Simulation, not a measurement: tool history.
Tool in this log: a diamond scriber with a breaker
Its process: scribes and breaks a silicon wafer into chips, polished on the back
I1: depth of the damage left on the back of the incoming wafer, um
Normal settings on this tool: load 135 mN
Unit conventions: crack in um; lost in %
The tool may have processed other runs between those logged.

run 1 hour=0 | load=135 | I1=0.05 | crack=12.72 lost=1.27
run 2 hour=14.9 | load=148 | I1=0.04 | crack=13.51 lost=1.39
run 3 hour=31.1 | load=118 | I1=0.05 | crack=12.07 lost=1.55
run 4 hour=55 | load=118 | I1=0.04 | crack=12.33 lost=1.64
run 5 hour=73.7 | load=122 | I1=0.04 | crack=12.3 lost=1.55
run 6 hour=96.9 | load=122 | I1=0.05 | crack=12.11 lost=1.46
run 7 hour=112.2 | load=122 | I1=0.04 | crack=12.42 lost=1.55
run 8 hour=139 | load=135 | I1=0.03 | crack=12.91 lost=1.34
run 9 hour=168.7 | load=106 | I1=0.02 | crack=11.63 lost=2.32
-- hour=204 diamond tip replaced by a new one
run 10 hour=204.5 | load=106 | I1=0.04 | crack=11.74 lost=2.38
run 11 hour=216.7 | load=106 | I1=0.04 | crack=11.9 lost=2.38
run 12 hour=247 | load=171 | I1=0.02 | crack=14.25 lost=2.48
run 13 hour=264.7 | load=110 | I1=0.01 | crack=11.86 lost=2.08
run 14 hour=277.8 | load=121 | I1=0.05 | crack=12.68 lost=1.67
-- hour=301.3 load on the tip recalibrated
run 15 hour=307.2 | load=135 | I1=0.02 | crack=12.59 lost=1.22
run 16 hour=336.4 | load=161 | I1=0.01 | crack=14.17 lost=2.06
run 17 hour=358 | load=160 | I1=0.02 | crack=13.96 lost=1.94
run 18 hour=381.4 | load=96 | I1=0.03 | crack=11.31 lost=3.17
run 19 hour=407.2 | load=106 | I1=0.04 | crack=11.55 lost=2.4
run 20 hour=479.4 | load=125 | I1=0.03 | crack=12.15 lost=1.43

Expected results for the next run?
run 21 hour=502.7 | load=157 | I1=0.05 | crack=? lost=?

crack: 13.61 um
lost: 1.65 %
Were there no unlogged condition in the tool, this run, its random variation unchanged, would have produced crack 13.61 um, lost 1.65 %.
